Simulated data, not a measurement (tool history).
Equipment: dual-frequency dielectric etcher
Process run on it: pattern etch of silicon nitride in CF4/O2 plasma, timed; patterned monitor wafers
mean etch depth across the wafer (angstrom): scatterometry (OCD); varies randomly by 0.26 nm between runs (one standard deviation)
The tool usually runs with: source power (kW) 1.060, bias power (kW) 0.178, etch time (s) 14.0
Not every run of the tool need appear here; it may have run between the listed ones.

run	day	source power (kW)	bias power (kW)	etch time (s)	read-back reference wafer on the same gauge, depth_nm	mean etch depth across the wafer (angstrom)
1	0.000	1.060	0.178	14.0	58.2	548
2	0.512	1.060	0.178	14.0	58.2	550
3	1.046	1.060	0.178	14.0	58.3	544
4	1.508	1.060	0.178	14.0	58.3	549
5	1.854	1.060	0.178	14.0	58.2	550
6	2.367	1.060	0.178	14.0	58.2	549
7	2.692	1.060	0.178	14.0	58.3	551
8	3.125	1.060	0.163	14.0	58.4	529
9	3.400	1.060	0.163	14.0	58.3	526
# day 4.371: source power generator calibrated
# day 4.558: wet clean of the chamber
10	4.579	1.060	0.163	14.0	58.2	546
11	4.608	1.060	0.201	14.0	58.3	604
12	5.058	1.060	0.178	14.0	58.2	568
13	5.629	1.060	0.178	14.0	58.3	567
14	5.929	1.060	0.178	14.0	58.3	571
# day 6.217: gauge calibrated
15	6.242	0.940	0.190	14.0	58.3	519
16	6.554	0.830	0.178	11.5	58.3	370
# day 7.758: wet clean of the chamber, repeated, since the last time left the tool worse
# day 7.783: upper electrode replaced
17	7.804	1.060	0.213	14.0	58.3	584
18	7.817	0.900	0.219	14.0	58.4	499
19	8.096	1.060	0.178	14.0	58.3	535
# day 8.467: bias power generator calibrated
20	8.808	0.860	0.178	16.5	58.2	510
21	9.133	0.990	0.218	17.5	58.2	688
22	9.558	1.060	0.178	14.0	58.3	536
23	10.346	1.170	0.192	14.0	58.3	620
24	10.796	1.060	0.178	14.0	58.4	537
25	11.188	1.060	0.178	14.0	58.4	540
26	11.933	0.850	0.158	10.5	58.3	302
27	12.467	1.060	0.178	14.0	58.3	538
28	12.988	1.060	0.178	14.0	58.2	539

Give the tool's hidden conditions for every run:
source power that arrives over what is set, %: 0 on each run
bias power that arrives over what is set, %: 0 on each run
gauge reads high (%): 0 on each run
H1: etch rate over this chamber's usual, %
run	H1
1	2.53
2	2.64
3	2.75
4	2.84
5	2.91
6	3.02
7	3.08
8	3.17
9	3.23
10	6.24
11	6.25
12	6.34
13	6.46
14	6.52
15	6.58
16	6.64
17	-0.351
18	-0.349
19	-0.292
20	-0.146
21	-0.0793
22	0.00768
23	0.169
24	0.261
25	0.341
26	0.494
27	0.603
28	0.709

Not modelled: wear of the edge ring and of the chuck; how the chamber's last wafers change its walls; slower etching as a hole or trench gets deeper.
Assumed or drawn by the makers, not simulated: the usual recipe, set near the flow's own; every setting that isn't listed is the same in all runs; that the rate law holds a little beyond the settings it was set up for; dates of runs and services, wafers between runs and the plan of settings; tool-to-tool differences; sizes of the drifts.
